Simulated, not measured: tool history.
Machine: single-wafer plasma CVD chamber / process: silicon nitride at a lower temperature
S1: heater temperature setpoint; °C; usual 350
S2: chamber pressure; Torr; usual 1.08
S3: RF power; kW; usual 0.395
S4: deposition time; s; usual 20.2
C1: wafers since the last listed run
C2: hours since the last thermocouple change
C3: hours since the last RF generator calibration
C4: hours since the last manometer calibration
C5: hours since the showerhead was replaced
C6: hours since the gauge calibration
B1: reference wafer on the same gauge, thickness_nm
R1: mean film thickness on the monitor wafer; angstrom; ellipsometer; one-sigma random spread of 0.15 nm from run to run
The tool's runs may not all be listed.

run,hour,S1,S2,S3,S4,C1,C2,C3,C4,C5,C6,B1,R1
1,0,350,1.08,0.395,20.2,0,1114.1,1430.7,839.4,140.4,2174.2,31.683,267.02
2,58.5,350,1.08,0.395,20.2,804,1172.6,1489.2,897.9,198.9,2232.7,31.806,265.01
3,124.6,359,1.08,0.395,20.2,908,1238.7,1555.3,964,265,2298.8,31.725,262.28
4,229.1,359,1.08,0.395,20.2,1436,1343.2,1659.8,1068.5,369.5,2403.3,31.88,265.61
# hour 241.4: thermocouple changed; heater temperature recalibrated
5,278.3,350,1.08,0.425,20.2,566,36.9,1709,1117.7,418.7,2452.5,31.906,276.54
6,408.7,350,1.08,0.425,20.2,1792,167.3,1839.4,1248.1,549.1,2582.9,31.871,280.99
7,514.7,364,1.35,0.395,17.7,1457,273.3,1945.4,1354.1,655.1,2688.9,31.915,247.34
# hour 565.6: gauge calibrated
8,578.7,350,1.08,0.395,20.2,879,337.3,2009.4,1418.1,719.1,13.1,30.961,262.32
# hour 688.2: RF generator calibrated
9,688.7,350,1.08,0.365,20.2,1402,447.3,0.5,1528.1,829.1,123.1,30.913,247.84
10,730.2,363,1.08,0.395,20.2,570,488.8,42,1569.6,870.6,164.6,30.901,259.59
11,769.4,350,1.17,0.47,20.2,538,528,81.2,1608.8,909.8,203.8,30.97,294.74
12,831.2,362,1.28,0.345,22.2,849,589.8,143,1670.6,971.6,265.6,31,274.23
13,925.8,342,0.95,0.395,20.2,1300,684.4,237.6,1765.2,1066.2,360.2,31.131,255.89
# hour 1027: capacitance manometer re-zeroed and calibrated
14,1027.5,350,1.08,0.395,20.2,1288,786.1,339.3,0.5,1167.9,461.9,31.15,259.73
15,1295.9,362,1.17,0.395,18,3689,1054.5,607.7,268.9,1436.3,730.3,31.164,237.85
16,1361.2,350,1.08,0.44,20.2,897,1119.8,673,334.2,1501.6,795.6,31.349,277.67
17,1463,350,1.08,0.395,20.2,1399,1221.6,774.8,436,1603.4,897.4,31.247,262.67
18,1500.4,339,1.08,0.45,19.1,514,1259,812.2,473.4,1640.8,934.8,31.313,268.85
19,1584.4,346,1.29,0.395,20.2,1154,1343,896.2,557.4,1724.8,1018.8,31.348,274.21
20,1672.3,350,1.08,0.395,20.2,1208,1430.9,984.1,645.3,1812.7,1106.7,31.458,263.73
# hour 1958.8: thermocouple changed; heater temperature recalibrated
21,1992.7,350,1.08,0.345,20.2,4294,33.9,1304.5,965.7,2133.1,1427.1,31.428,244.82
22,2126.9,340,1.21,0.34,21.8,1844,168.1,1438.7,1099.9,2267.3,1561.3,31.545,264.89
23,2321.9,350,1.08,0.395,20.2,2680,363.1,1633.7,1294.9,2462.3,1756.3,31.642,264.99
24,2358.6,350,1.08,0.395,20.2,504,399.8,1670.4,1331.6,2499,1793,31.664,264.79
25,2445.5,350,1.08,0.395,20.2,1194,486.7,1757.3,1418.5,2585.9,1879.9,31.68,266.11
26,2532,356,0.85,0.37,20.2,1189,573.2,1843.8,1505,2672.4,1966.4,31.713,238.79
27,2622.4,350,1.08,0.345,23.2,1242,663.6,1934.2,1595.4,2762.8,2056.8,31.743,281.18
28,2709.8,350,1.08,0.395,18.6,1201,751,2021.6,1682.8,2850.2,2144.2,31.733,244.63

What does the tool deliver on the next run?
29,2752.3,350,1.08,0.395,20.2,584,793.5,2064.1,1725.3,2892.7,2186.7,?,?

Run 29 came out at B1 31.765, R1 266.05 angstrom.
If the tool had no hidden condition, the same run with the same run-to-run variation would have returned R1 257.71 angstrom.

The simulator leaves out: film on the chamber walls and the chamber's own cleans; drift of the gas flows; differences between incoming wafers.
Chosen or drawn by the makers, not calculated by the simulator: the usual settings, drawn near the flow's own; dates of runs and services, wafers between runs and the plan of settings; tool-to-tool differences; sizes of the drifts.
